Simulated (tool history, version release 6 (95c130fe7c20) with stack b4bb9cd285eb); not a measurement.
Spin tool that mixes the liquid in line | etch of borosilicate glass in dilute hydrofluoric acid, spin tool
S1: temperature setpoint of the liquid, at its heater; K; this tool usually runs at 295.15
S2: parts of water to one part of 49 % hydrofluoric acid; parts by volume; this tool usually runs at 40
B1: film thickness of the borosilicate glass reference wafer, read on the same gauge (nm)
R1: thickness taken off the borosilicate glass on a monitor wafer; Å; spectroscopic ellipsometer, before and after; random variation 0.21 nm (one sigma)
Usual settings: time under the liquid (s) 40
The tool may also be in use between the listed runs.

Run 1, hour 0: usual settings but time under the liquid (s) 30; B1 90.01. Result: R1 234.2 Å.
Run 2, hour 35.2: usual settings; B1 90. Result: R1 314.1 Å.
Run 3, hour 83: usual settings but S2 45 parts by volume; B1 90. Result: R1 277.8 Å.
Run 4, hour 116.4: usual settings; B1 89.98. Result: R1 310 Å.
At hour 144.1: gauge calibrated.
Run 5, hour 183.2: usual settings; B1 90. Result: R1 313.5 Å.
Run 6, hour 224.4: usual settings; B1 90. Result: R1 313.4 Å.
Run 7, hour 253.5: usual settings; B1 90. Result: R1 315.6 Å.
Run 8, hour 370.1: usual settings; B1 89.99. Result: R1 315.3 Å.
At hour 378.1: thermometer replaced.
At hour 387.9: hydrofluoric acid flow meter replaced.
Run 9, hour 430.7: usual settings; B1 89.99. Result: R1 314.6 Å.
Run 10, hour 479.1: usual settings but S2 50 parts by volume, time under the liquid (s) 65; B1 89.99. Result: R1 402.8 Å.
Run 11, hour 539.2: usual settings but S2 50 parts by volume; B1 89.97. Result: R1 248.5 Å.
Run 12, hour 742.9: usual settings; B1 89.99. Result: R1 313.3 Å.
At hour 745.6: gauge calibrated.
Run 13, hour 804.6: usual settings; B1 90. Result: R1 314.2 Å.
Run 14, hour 840.9: usual settings but S1 297.15 K, S2 55 parts by volume, time under the liquid (s) 20; B1 90.02. Result: R1 121.5 Å.
Run 15, hour 908.7: usual settings but S1 293.15 K; B1 90.03. Result: R1 286.6 Å.
Run 16, hour 953.9: usual settings but S1 297.65 K, S2 55 parts by volume; B1 89.99. Result: R1 248.4 Å.
Run 17, hour 1004.8: usual settings but S2 55 parts by volume, time under the liquid (s) 45; B1 89.99. Result: R1 252.8 Å.
Run 18, hour 1035.8: usual settings but S1 292.15 K, S2 25 parts by volume, time under the liquid (s) 15; B1 89.99. Result: R1 170.3 Å.
Run 19, hour 1093.6: usual settings but S2 20 parts by volume; B1 89.98. Result: R1 633 Å.

Each row is a separate what-if for the run after 19, all from the same tool condition, not one after another. Results?
Run A, hour 1094: usual settings but time under the liquid (s) 45; B1 ?. Result: R1 ?.
Run B, hour 1094: usual settings but S1 299.15 K, time under the liquid (s) 50; B1 ?. Result: R1 ?.
Run C, hour 1094: usual settings but S1 299.15 K, time under the liquid (s) 60; B1 ?. Result: R1 ?.

run     B1     R1
  A  89.99  352.4
  B  89.99  462.2
  C  89.99  554.7
What these runs would have given with no unlogged condition in the tool:
run     R1
  A  352.4
  B  462.2
  C  554.7
